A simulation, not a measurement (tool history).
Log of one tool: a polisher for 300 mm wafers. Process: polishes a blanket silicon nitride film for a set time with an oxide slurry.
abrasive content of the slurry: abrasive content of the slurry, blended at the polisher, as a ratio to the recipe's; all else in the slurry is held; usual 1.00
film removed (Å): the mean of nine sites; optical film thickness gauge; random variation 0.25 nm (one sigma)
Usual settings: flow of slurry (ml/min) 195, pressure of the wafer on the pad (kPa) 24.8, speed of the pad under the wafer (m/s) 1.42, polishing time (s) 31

run    hour  flow of slurry (ml/min)  pressure of the wafer on the pad (kPa)  speed of the pad under the wafer (m/s)  abrasive content of the slurry  polishing time (s)  incoming thickness of the incoming film, nm  film removed (Å)
  1     0.0                      155                                    24.8                                    1.42                            1.00                  31                                        425.5               263
  2    55.3                      155                                    24.8                                    1.42                            1.00                  31                                        419.7               263
  3   118.7                      195                                    24.8                                    1.42                            1.00                  31                                        423.6               267
      145.3  -- worn pad replaced by a new one
      191.6  -- slurry blender recalibrated
      303.8  -- conditioning disc replaced and pad reconditioned
  4   406.0                      195                                    24.8                                    1.42                            1.00                  31                                        420.7               267
  5   480.2                      195                                    24.8                                    1.42                            1.20                  28                                        414.0               253
      497.1  -- head pressure recalibrated
      560.8  -- slurry nozzle cleaned
  6   582.3                      195                                    24.8                                    1.78                            1.00                  31                                        424.2               310
  7   655.5                      195                                    24.8                                    1.42                            1.00                  31                                        411.3               275
  8   744.9                      260                                    24.8                                    1.02                            0.80                  35                                        415.3               238
      750.3  -- worn pad replaced by a new one
      825.0  -- slurry blender recalibrated
  9   849.2                      235                                    19.3                                    1.42                            0.90                  24                                        412.5               159
 10   887.8                      140                                    24.8                                    1.62                            1.00                  31                                        418.6               276
 11   943.3                      230                                    24.8                                    1.76                            1.00                  31                                        422.1               302
      958.7  -- conditioning disc replaced and pad reconditioned
 12  1016.2                      195                                    24.8                                    1.86                            0.75                  31                                        425.7               282
 13  1095.6                      195                                    24.8                                    1.42                            1.00                  31                                        415.5               273
 14  1196.3                      195                                    24.8                                    1.42                            1.00                  31                                        428.1               262
 15  1269.4                      155                                    26.9                                    1.66                            0.80                  31                                        423.2               267
 16  1329.3                      230                                    27.6                                    1.06                            1.00                  40                                        422.5               318
     1331.0  -- slurry nozzle cleaned
     1405.5  -- head pressure recalibrated
     1433.3  -- slurry blender recalibrated
 17  1433.9                      195                                    19.3                                    1.42                            1.00                  31                                        413.2               212
     1506.5  -- worn pad replaced by a new one
 18  1529.5                      250                                    24.8                                    1.92                            1.10                  35                                        418.7               382
     1574.8  -- conditioning disc replaced and pad reconditioned
 19  1595.9                      195                                    33.8                                    1.74                            1.00                  23                                        422.0               303
 20  1637.7                      195                                    24.8                                    1.24                            1.00                  26                                        419.9               210
 21  1685.2                      165                                    22.8                                    1.42                            1.20                  25                                        424.0               216
 22  1785.5                      150                                    24.8                                    1.42                            0.85                  31                                        426.6               242
 23  1878.1                      260                                    32.4                                    1.84                            1.00                  37                                        415.4               490
 24  1930.7                      230                                    21.4                                    1.00                            1.00                  39                                        423.3               239
 25  2024.9                      195                                    24.8                                    1.42                            1.00                  31                                        418.2               257

4 ways to go on from here, each from the tool as it stands after run 25. What would each give?
  A  2025.3                      195                                    24.8                                    1.42                            1.00                  31                                        426.5                 ?
  B  2025.3                      195                                    29.6                                    1.68                            1.00                  24                                        426.5                 ?
  C  2025.3                      195                                    24.8                                    1.42                            1.00                  25                                        426.5                 ?
  D  2025.3                      195                                    22.1                                    1.42                            1.00                  31                                        426.5                 ?

run  film removed (Å)
  A               251
  B               253
  C               202
  D               225
Without the tool's hidden state the same runs would have given:
run  film removed (Å)
  A               273
  B               277
  C               220
  D               243
